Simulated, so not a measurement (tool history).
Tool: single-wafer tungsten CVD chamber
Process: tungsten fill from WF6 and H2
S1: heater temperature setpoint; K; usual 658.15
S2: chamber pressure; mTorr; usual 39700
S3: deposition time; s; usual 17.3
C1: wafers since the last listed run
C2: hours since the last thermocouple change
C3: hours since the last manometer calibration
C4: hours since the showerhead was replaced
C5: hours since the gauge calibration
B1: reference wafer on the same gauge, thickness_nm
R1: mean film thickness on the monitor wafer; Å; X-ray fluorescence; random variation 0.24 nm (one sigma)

run 1 hour=0 | S1=652.15 S2=39700 S3=17.3 | C1=0 C2=1615.2 C3=2093.7 C4=6255 C5=205.7 | B1=34.908 | R1=310.73
run 2 hour=14.4 | S1=658.15 S2=39700 S3=17.3 | C1=264 C2=1629.6 C3=2108.1 C4=6269.4 C5=220.1 | B1=34.932 | R1=359.69
-- hour=33.2 thermocouple changed; heater temperature recalibrated
run 3 hour=33.7 | S1=658.15 S2=39700 S3=17.3 | C1=207 C2=0.5 C3=2127.4 C4=6288.7 C5=239.4 | B1=34.851 | R1=394.05
-- hour=44.3 capacitance manometer re-zeroed and calibrated
run 4 hour=44.8 | S1=658.15 S2=39700 S3=17.3 | C1=56 C2=11.6 C3=0.5 C4=6299.8 C5=250.5 | B1=34.928 | R1=396.47
run 5 hour=55 | S1=658.15 S2=39700 S3=17.3 | C1=187 C2=21.8 C3=10.7 C4=6310 C5=260.7 | B1=34.895 | R1=392.47
run 6 hour=65.5 | S1=658.15 S2=39700 S3=17.3 | C1=193 C2=32.3 C3=21.2 C4=6320.5 C5=271.2 | B1=34.875 | R1=394.4
run 7 hour=77.3 | S1=658.15 S2=39700 S3=17.3 | C1=216 C2=44.1 C3=33 C4=6332.3 C5=283 | B1=34.885 | R1=392.06
run 8 hour=84.8 | S1=658.15 S2=39700 S3=17.3 | C1=137 C2=51.6 C3=40.5 C4=6339.8 C5=290.5 | B1=34.855 | R1=396.26
run 9 hour=94.2 | S1=658.15 S2=39700 S3=17.3 | C1=172 C2=61 C3=49.9 C4=6349.2 C5=299.9 | B1=34.883 | R1=394.45
run 10 hour=100.6 | S1=662.15 S2=39700 S3=18.7 | C1=117 C2=67.4 C3=56.3 C4=6355.6 C5=306.3 | B1=34.806 | R1=464.63
run 11 hour=114.6 | S1=662.15 S2=39700 S3=18.7 | C1=257 C2=81.4 C3=70.3 C4=6369.6 C5=320.3 | B1=34.861 | R1=462.12
run 12 hour=131.1 | S1=658.15 S2=47900 S3=17.3 | C1=303 C2=97.9 C3=86.8 C4=6386.1 C5=336.8 | B1=34.885 | R1=412
run 13 hour=139.9 | S1=653.15 S2=39700 S3=15.5 | C1=161 C2=106.7 C3=95.6 C4=6394.9 C5=345.6 | B1=34.94 | R1=315.18
run 14 hour=147.7 | S1=658.15 S2=39700 S3=18.4 | C1=143 C2=114.5 C3=103.4 C4=6402.7 C5=353.4 | B1=34.936 | R1=416.18
run 15 hour=159.6 | S1=672.15 S2=34100 S3=20.8 | C1=218 C2=126.4 C3=115.3 C4=6414.6 C5=365.3 | B1=34.935 | R1=610.51
run 16 hour=167.4 | S1=658.15 S2=42500 S3=20.4 | C1=143 C2=134.2 C3=123.1 C4=6422.4 C5=373.1 | B1=34.865 | R1=466.07
run 17 hour=177.1 | S1=658.15 S2=39700 S3=17.3 | C1=178 C2=143.9 C3=132.8 C4=6432.1 C5=382.8 | B1=34.899 | R1=390.6
run 18 hour=191.4 | S1=658.15 S2=39700 S3=17.3 | C1=262 C2=158.2 C3=147.1 C4=6446.4 C5=397.1 | B1=34.928 | R1=391
-- hour=205 gauge calibrated
-- hour=205.8 showerhead replaced
run 19 hour=206.3 | S1=664.15 S2=39700 S3=18.9 | C1=126 C2=173.1 C3=162 C4=0.5 C5=1.3 | B1=34.852 | R1=489.29
run 20 hour=218.9 | S1=644.15 S2=39700 S3=16.1 | C1=231 C2=185.7 C3=174.6 C4=13.1 C5=13.9 | B1=34.881 | R1=262.1
run 21 hour=236.6 | S1=669.15 S2=31000 S3=17.3 | C1=325 C2=203.4 C3=192.3 C4=30.8 C5=31.6 | B1=34.96 | R1=467.57
run 22 hour=245.2 | S1=669.15 S2=36000 S3=15.3 | C1=158 C2=212 C3=200.9 C4=39.4 C5=40.2 | B1=34.919 | R1=431.28
run 23 hour=254.4 | S1=662.15 S2=43400 S3=14.5 | C1=169 C2=221.2 C3=210.1 C4=48.6 C5=49.4 | B1=34.858 | R1=365.42
run 24 hour=262.2 | S1=658.15 S2=36800 S3=17.3 | C1=143 C2=229 C3=217.9 C4=56.4 C5=57.2 | B1=34.951 | R1=385.35
run 25 hour=277.1 | S1=658.15 S2=39700 S3=17.3 | C1=273 C2=243.9 C3=232.8 C4=71.3 C5=72.1 | B1=34.866 | R1=385.58
run 26 hour=295.1 | S1=658.15 S2=39700 S3=17.3 | C1=330 C2=261.9 C3=250.8 C4=89.3 C5=90.1 | B1=34.901 | R1=388.44
run 27 hour=302.4 | S1=665.15 S2=34900 S3=17.3 | C1=134 C2=269.2 C3=258.1 C4=96.6 C5=97.4 | B1=34.87 | R1=438.54
run 28 hour=310.8 | S1=658.15 S2=36300 S3=17.3 | C1=154 C2=277.6 C3=266.5 C4=105 C5=105.8 | B1=34.867 | R1=377.81
run 29 hour=317.9 | S1=658.15 S2=32000 S3=20.1 | C1=130 C2=284.7 C3=273.6 C4=112.1 C5=112.9 | B1=34.907 | R1=428.55
run 30 hour=332.9 | S1=649.15 S2=30800 S3=19.8 | C1=275 C2=299.7 C3=288.6 C4=127.1 C5=127.9 | B1=34.914 | R1=336.38
run 31 hour=342 | S1=658.15 S2=39700 S3=17.3 | C1=167 C2=308.8 C3=297.7 C4=136.2 C5=137 | B1=34.855 | R1=384.86
run 32 hour=356.4 | S1=658.15 S2=39700 S3=17.3 | C1=264 C2=323.2 C3=312.1 C4=150.6 C5=151.4 | B1=34.897 | R1=386.97
run 33 hour=364.8 | S1=666.15 S2=34700 S3=17.3 | C1=154 C2=331.6 C3=320.5 C4=159 C5=159.8 | B1=34.912 | R1=452.63

Hidden state at the last listed run before each entry between runs and at the first one after, where it differs:
Between runs 2 and 3: thermocouple changed; heater temperature recalibrated (hour 33.2)
  wafer temperature above the value expected at the setpoint (K): -4.82 -> -0.809
  measured less the result without the state, R1: -41.83 -> -7.28 Å
Between runs 3 and 4: capacitance manometer re-zeroed and calibrated (hour 44.3)
  wafer temperature above the value expected at the setpoint (K): -0.809 -> -0.843
  measured less the result without the state, R1: -7.28 -> -7.64 Å
Between runs 18 and 19: gauge calibrated (hour 205); showerhead replaced (hour 205.8)
  wafer temperature above the value expected at the setpoint (K): -1.29 -> -1.34
  measured less the result without the state, R1: -11.63 -> -14.43 Å
